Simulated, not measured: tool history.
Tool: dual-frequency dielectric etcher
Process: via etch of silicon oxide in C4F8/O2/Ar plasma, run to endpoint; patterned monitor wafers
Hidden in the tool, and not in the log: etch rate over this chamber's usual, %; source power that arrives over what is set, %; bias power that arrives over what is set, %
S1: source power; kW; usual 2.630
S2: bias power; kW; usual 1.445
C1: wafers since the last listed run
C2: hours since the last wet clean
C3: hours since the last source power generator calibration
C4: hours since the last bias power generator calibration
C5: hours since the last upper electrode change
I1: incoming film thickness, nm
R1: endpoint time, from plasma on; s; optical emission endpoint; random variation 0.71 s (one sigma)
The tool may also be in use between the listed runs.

{"run": 1, "hour": 0.0, "S1": 2.48, "S2": 1.445, "C1": 0, "C2": 485.4, "C3": 2142.3, "C4": 3049.5, "C5": 2842.4, "I1": 1135.2, "R1": 246.4}
{"run": 2, "hour": 14.5, "S1": 2.48, "S2": 1.445, "C1": 99, "C2": 499.9, "C3": 2156.8, "C4": 3064.0, "C5": 2856.9, "I1": 1156.4, "R1": 252.2}
{"run": 3, "hour": 48.5, "S1": 2.48, "S2": 1.445, "C1": 233, "C2": 533.9, "C3": 2190.8, "C4": 3098.0, "C5": 2890.9, "I1": 1159.3, "R1": 251.8}
{"run": 4, "hour": 74.4, "S1": 2.63, "S2": 1.445, "C1": 177, "C2": 559.8, "C3": 2216.7, "C4": 3123.9, "C5": 2916.8, "I1": 1145.4, "R1": 243.4}
{"run": 5, "hour": 147.9, "S1": 2.63, "S2": 1.445, "C1": 504, "C2": 633.3, "C3": 2290.2, "C4": 3197.4, "C5": 2990.3, "I1": 1154.2, "R1": 245.0}
{"hour": 183.9, "done": "source power generator calibrated"}
{"hour": 202.8, "done": "wet clean of the chamber"}
{"hour": 221.1, "done": "upper electrode replaced"}
{"run": 6, "hour": 221.6, "S1": 2.63, "S2": 1.445, "C1": 222, "C2": 18.8, "C3": 37.7, "C4": 3271.1, "C5": 0.5, "I1": 1153.9, "R1": 238.3}
{"run": 7, "hour": 222.0, "S1": 2.8, "S2": 1.445, "C1": 2, "C2": 19.2, "C3": 38.1, "C4": 3271.5, "C5": 0.9, "I1": 1141.8, "R1": 228.1}

Forecast run 8:
{"run": 8, "hour": 226.0, "S1": 2.63, "S2": 1.445, "C1": 27, "C2": 23.2, "C3": 42.1, "C4": 3275.5, "C5": 4.9, "I1": 1146.8, "R1": "?"}

Run 8 gave R1 237.1 s.
Without the tool's hidden state the same run would have given R1 236.2 s.

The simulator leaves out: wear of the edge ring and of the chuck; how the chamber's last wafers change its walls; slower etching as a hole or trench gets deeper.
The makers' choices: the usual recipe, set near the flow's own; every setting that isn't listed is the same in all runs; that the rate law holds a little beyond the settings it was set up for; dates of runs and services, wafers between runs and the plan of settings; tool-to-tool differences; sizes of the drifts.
